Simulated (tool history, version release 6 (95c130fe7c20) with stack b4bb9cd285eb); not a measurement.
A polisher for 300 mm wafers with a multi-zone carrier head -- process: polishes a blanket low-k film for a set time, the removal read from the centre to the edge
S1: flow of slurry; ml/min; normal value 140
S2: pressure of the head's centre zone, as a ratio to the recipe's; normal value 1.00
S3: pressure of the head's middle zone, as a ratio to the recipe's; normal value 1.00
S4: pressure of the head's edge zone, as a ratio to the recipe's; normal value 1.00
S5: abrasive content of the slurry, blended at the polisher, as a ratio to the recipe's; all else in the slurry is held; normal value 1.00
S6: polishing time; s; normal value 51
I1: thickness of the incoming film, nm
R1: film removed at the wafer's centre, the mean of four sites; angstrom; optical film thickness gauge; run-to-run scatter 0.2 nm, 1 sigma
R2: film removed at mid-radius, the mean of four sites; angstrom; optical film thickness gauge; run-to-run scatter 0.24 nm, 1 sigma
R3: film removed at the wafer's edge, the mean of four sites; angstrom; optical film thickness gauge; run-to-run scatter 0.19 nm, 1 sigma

run     day   S1    S2    S3    S4    S5  S6     I1   R1   R2   R3
  1   0.000  140  1.00  1.00  1.00  1.00  51  736.2  188  189  194
      0.692  -- worn pad replaced by a new one
  2   0.929  140  1.00  1.00  1.00  1.00  51  740.3  190  184  197
  3   2.304  140  1.00  1.00  1.00  1.00  51  740.6  192  188  195
  4   2.896  140  1.00  1.00  1.00  1.00  42  741.5  157  153  160
      3.975  -- worn pad replaced by a new one
  5   4.033  140  1.00  1.00  1.00  1.00  42  735.7  155  152  158
  6   4.558  140  1.00  1.00  1.00  1.00  42  746.9  153  152  160
  7   5.383  140  1.00  1.00  1.00  1.00  51  735.5  188  186  196
      6.054  -- centre zone pressure recalibrated
  8   6.375  140  1.00  1.00  1.00  1.00  51  742.3  188  185  190
  9   6.975  140  1.00  1.00  1.00  1.00  51  733.5  188  186  193
      7.171  -- worn pad replaced by a new one
 10   7.617  140  1.05  1.00  1.00  1.00  51  739.6  200  185  193
 11   8.833  140  1.00  0.96  1.00  1.15  51  754.7  198  188  206
      9.554  -- carrier head's membrane replaced by a new one
      9.712  -- worn pad replaced by a new one
 12   9.967  140  1.00  0.93  1.07  1.00  51  734.0  190  172  201
     10.217  -- slurry nozzle cleaned
     10.667  -- edge zone pressure recalibrated
 13  10.688  140  1.00  1.00  1.00  1.20  46  733.9  167  166  178
 14  11.246  140  1.00  1.00  1.00  1.00  51  733.9  175  173  182
 15  12.292  140  1.00  1.00  0.88  1.00  61  744.8  206  202  207
     13.071  -- worn pad replaced by a new one
 16  13.529  140  1.00  1.00  1.04  1.00  51  743.6  170  172  184
     13.600  -- slurry nozzle cleaned, repeated, since the last time left the tool worse
 17  14.904  190  1.08  1.00  1.00  1.00  64  730.6  280  247  255

Each run again, without the hidden state but with its own random variation kept:
Hidden state present: removal rate lost through wear of the pad, %; slurry flow missing at the pad, %; deviation of the centre zone's pressure from its setpoint, %; deviation of the edge zone's pressure from its setpoint, %.
run   R1   R2   R3
  1  196  195  199
  2  198  191  201
  3  200  196  200
  4  164  159  165
  5  162  158  163
  6  160  158  165
  7  197  194  202
  8  198  193  196
  9  197  194  199
 10  210  193  198
 11  208  196  212
 12  200  180  207
 13  189  185  192
 14  200  195  197
 15  239  230  226
 16  200  198  203
 17  282  249  257
